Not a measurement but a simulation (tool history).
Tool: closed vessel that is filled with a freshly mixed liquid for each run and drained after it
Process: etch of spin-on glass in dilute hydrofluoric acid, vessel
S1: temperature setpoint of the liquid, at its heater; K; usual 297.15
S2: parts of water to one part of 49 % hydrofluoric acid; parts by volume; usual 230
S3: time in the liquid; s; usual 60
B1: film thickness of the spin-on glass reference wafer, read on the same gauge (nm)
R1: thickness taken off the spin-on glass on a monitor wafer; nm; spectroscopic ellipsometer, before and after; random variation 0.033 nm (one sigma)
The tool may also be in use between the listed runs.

Run 1, hour 0: usual settings; B1 39.98. Result: R1 8.22 nm.
Run 2, hour 71.1: usual settings; B1 39.99. Result: R1 8.25 nm.
Run 3, hour 275.2: usual settings but S2 280 parts by volume; B1 39.99. Result: R1 6.43 nm.
Run 4, hour 354: usual settings but S1 299.65 K; B1 39.99. Result: R1 8.98 nm.
Run 5, hour 401.2: usual settings; B1 40. Result: R1 8.2 nm.
Run 6, hour 646.1: usual settings; B1 39.99. Result: R1 8.11 nm.
Run 7, hour 925: usual settings; B1 39.99. Result: R1 8.05 nm.
At hour 931.8: thermometer replaced.
Run 8, hour 1009.2: usual settings but S3 75 s; B1 40.01. Result: R1 10.04 nm.
Run 9, hour 1053.6: usual settings but S3 75 s; B1 39.99. Result: R1 10.01 nm.
Run 10, hour 1138.4: usual settings but S3 80 s; B1 40.01. Result: R1 10.69 nm.
At hour 1161.9: hydrofluoric acid flow meter replaced.
Run 11, hour 1233.3: usual settings but S2 255 parts by volume, S3 70 s; B1 39.98. Result: R1 8.64 nm.
Run 12, hour 1290.8: usual settings but S2 135 parts by volume; B1 40.01. Result: R1 15.9 nm.
Run 13, hour 1337.6: usual settings but S2 270 parts by volume, S3 50 s; B1 39.99. Result: R1 5.71 nm.
At hour 1388.6: gauge calibrated.
Run 14, hour 1575.7: usual settings but S1 301.65 K, S2 335 parts by volume, S3 45 s; B1 40.01. Result: R1 4.49 nm.
Run 15, hour 1651.5: usual settings but S2 120 parts by volume; B1 39.98. Result: R1 18.04 nm.
Run 16, hour 1716.1: usual settings but S1 300.15 K; B1 40.05. Result: R1 9.24 nm.
Run 17, hour 1796.6: usual settings but S1 298.65 K; B1 40.03. Result: R1 8.73 nm.
Run 18, hour 1839: usual settings; B1 40. Result: R1 8.26 nm.
Run 19, hour 1918.9: usual settings; B1 39.95. Result: R1 8.27 nm.
Run 20, hour 1985.4: usual settings but S1 294.65 K, S2 165 parts by volume, S3 85 s; B1 40. Result: R1 15.91 nm.
Run 21, hour 2070: usual settings but S3 30 s; B1 39.97. Result: R1 4.11 nm.
Run 22, hour 2165.1: usual settings; B1 40. Result: R1 8.19 nm.
Run 23, hour 2205.5: usual settings; B1 40.01. Result: R1 8.14 nm.
Run 24, hour 2274.9: usual settings but S1 294.65 K, S3 80 s; B1 40.02. Result: R1 9.9 nm.
At hour 2316.1: thermometer replaced.
Run 25, hour 2374.3: usual settings but S2 295 parts by volume; B1 39.99. Result: R1 5.94 nm.
Run 26, hour 2440.8: usual settings but S1 295.15 K; B1 40.01. Result: R1 7.53 nm.
Run 27, hour 2483.9: usual settings but S1 299.15 K, S2 130 parts by volume; B1 40. Result: R1 17.37 nm.
Run 28, hour 2531.4: usual settings; B1 40.02. Result: R1 8.12 nm.
Run 29, hour 2597.4: usual settings but S2 185 parts by volume, S3 95 s; B1 39.99. Result: R1 16.63 nm.
Run 30, hour 2651.4: usual settings but S1 295.15 K; B1 39.95. Result: R1 7.47 nm.
Run 31, hour 2687.4: usual settings; B1 40. Result: R1 8.11 nm.
Run 32, hour 2736.7: usual settings but S1 292.15 K; B1 39.98. Result: R1 6.7 nm.
At hour 2746.8: hydrofluoric acid flow meter replaced.
Run 33, hour 2834.1: usual settings but S1 301.15 K, S2 120 parts by volume, S3 30 s; B1 39.98. Result: R1 10.65 nm.
Run 34, hour 2872.7: usual settings; B1 40.02. Result: R1 8.42 nm.

The tool's hidden state at each run:
liquid colder than its thermometer reads (K): 0 in every run
gauge reads high (%): 0 in every run
H1: hydrofluoric acid flow below the setpoint (%)
run     H1
  1      2
  2   2.17
  3   2.65
  4   2.84
  5   2.96
  6   3.54
  7   4.21
  8   4.41
  9   4.51
 10   4.72
 11  0.586
 12  0.723
 13  0.835
 14    1.4
 15   1.59
 16   1.74
 17   1.93
 18   2.03
 19   2.22
 20   2.38
 21   2.59
 22   2.81
 23   2.91
 24   3.07
 25   3.31
 26   3.47
 27   3.57
 28   3.69
 29   3.85
 30   3.97
 31   4.06
 32   4.18
 33  0.638
 34   0.73
